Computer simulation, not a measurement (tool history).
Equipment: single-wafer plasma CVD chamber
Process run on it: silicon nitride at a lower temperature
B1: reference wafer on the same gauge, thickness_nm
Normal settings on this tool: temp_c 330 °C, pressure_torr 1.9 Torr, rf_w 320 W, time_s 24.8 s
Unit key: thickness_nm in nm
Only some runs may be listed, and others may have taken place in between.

run 1 day=0 | temp_c=330 pressure_torr=1.9 rf_w=320 time_s=24.8 | B1=31.297 | thickness_nm=29.396
run 2 day=1.033 | temp_c=330 pressure_torr=1.9 rf_w=320 time_s=24.8 | B1=31.296 | thickness_nm=29.475
run 3 day=2.233 | temp_c=330 pressure_torr=1.9 rf_w=320 time_s=24.8 | B1=31.292 | thickness_nm=29.41
run 4 day=2.783 | temp_c=330 pressure_torr=1.78 rf_w=320 time_s=24.8 | B1=31.291 | thickness_nm=28.974
run 5 day=3.754 | temp_c=330 pressure_torr=1.78 rf_w=320 time_s=24.8 | B1=31.284 | thickness_nm=28.835
run 6 day=5.146 | temp_c=330 pressure_torr=1.78 rf_w=320 time_s=24.8 | B1=31.302 | thickness_nm=28.844
run 7 day=6.638 | temp_c=326 pressure_torr=1.9 rf_w=320 time_s=25.8 | B1=31.299 | thickness_nm=30.529
run 8 day=7.267 | temp_c=324 pressure_torr=1.9 rf_w=320 time_s=24.8 | B1=31.291 | thickness_nm=29.238
run 9 day=7.775 | temp_c=330 pressure_torr=1.9 rf_w=320 time_s=24.8 | B1=31.311 | thickness_nm=29.145
run 10 day=8.9 | temp_c=330 pressure_torr=1.9 rf_w=320 time_s=24.8 | B1=31.299 | thickness_nm=29.174
run 11 day=9.483 | temp_c=330 pressure_torr=1.9 rf_w=320 time_s=24.8 | B1=31.299 | thickness_nm=29.216
run 12 day=11.567 | temp_c=330 pressure_torr=1.9 rf_w=320 time_s=24.8 | B1=31.292 | thickness_nm=29.058
-- day=12.762 capacitance manometer re-zeroed and calibrated
run 13 day=13.042 | temp_c=330 pressure_torr=1.9 rf_w=320 time_s=24.8 | B1=31.316 | thickness_nm=29.468
run 14 day=14.392 | temp_c=330 pressure_torr=1.9 rf_w=320 time_s=24.8 | B1=31.299 | thickness_nm=29.39
run 15 day=15.146 | temp_c=330 pressure_torr=1.9 rf_w=320 time_s=24.8 | B1=31.29 | thickness_nm=29.421
run 16 day=16.629 | temp_c=342 pressure_torr=1.45 rf_w=355 time_s=27.7 | B1=31.305 | thickness_nm=33.709
run 17 day=17.788 | temp_c=330 pressure_torr=2.12 rf_w=320 time_s=24.8 | B1=31.305 | thickness_nm=30.043
-- day=18.833 gauge calibrated
run 18 day=18.888 | temp_c=330 pressure_torr=1.78 rf_w=320 time_s=24.8 | B1=31.304 | thickness_nm=28.819
-- day=19.271 showerhead replaced
run 19 day=19.621 | temp_c=324 pressure_torr=1.9 rf_w=300 time_s=24.8 | B1=31.297 | thickness_nm=27.369
run 20 day=20.642 | temp_c=330 pressure_torr=1.9 rf_w=320 time_s=24.8 | B1=31.299 | thickness_nm=29.174
-- day=24.079 thermocouple changed; heater temperature recalibrated
-- day=25.033 RF generator calibrated
run 21 day=25.054 | temp_c=335 pressure_torr=1.53 rf_w=320 time_s=24.8 | B1=31.301 | thickness_nm=28.483
run 22 day=25.758 | temp_c=338 pressure_torr=2.22 rf_w=260 time_s=21.5 | B1=31.3 | thickness_nm=21.538
run 23 day=26.442 | temp_c=334 pressure_torr=1.5 rf_w=320 time_s=29.6 | B1=31.303 | thickness_nm=33.853
run 24 day=27.908 | temp_c=330 pressure_torr=1.9 rf_w=320 time_s=24.8 | B1=31.3 | thickness_nm=29.925
run 25 day=29.354 | temp_c=330 pressure_torr=1.9 rf_w=320 time_s=20 | B1=31.302 | thickness_nm=24.218
run 26 day=30.279 | temp_c=330 pressure_torr=1.9 rf_w=285 time_s=28.3 | B1=31.289 | thickness_nm=30.422
run 27 day=31.517 | temp_c=330 pressure_torr=1.59 rf_w=320 time_s=23.3 | B1=31.294 | thickness_nm=26.983
run 28 day=32.35 | temp_c=330 pressure_torr=1.9 rf_w=320 time_s=24.8 | B1=31.302 | thickness_nm=30.018
run 29 day=33.608 | temp_c=334 pressure_torr=1.9 rf_w=320 time_s=24.8 | B1=31.285 | thickness_nm=29.869

Here are 3 independent what-if runs from the current tool condition. What would each one return?
run A day=33.625 | temp_c=330 pressure_torr=1.9 rf_w=320 time_s=24.8 | B1=? | thickness_nm=?
run B day=33.625 | temp_c=322 pressure_torr=1.71 rf_w=320 time_s=24.8 | B1=? | thickness_nm=?
run C day=33.625 | temp_c=334 pressure_torr=2.27 rf_w=320 time_s=24.8 | B1=? | thickness_nm=?

run=A B1=31.304 thickness_nm=29.872
run=B B1=31.304 thickness_nm=29.224
run=C B1=31.304 thickness_nm=31.053
Without the tool's unlogged condition, the same runs would have read:
run=A thickness_nm=29.985
run=B thickness_nm=29.335
run=C thickness_nm=31.166
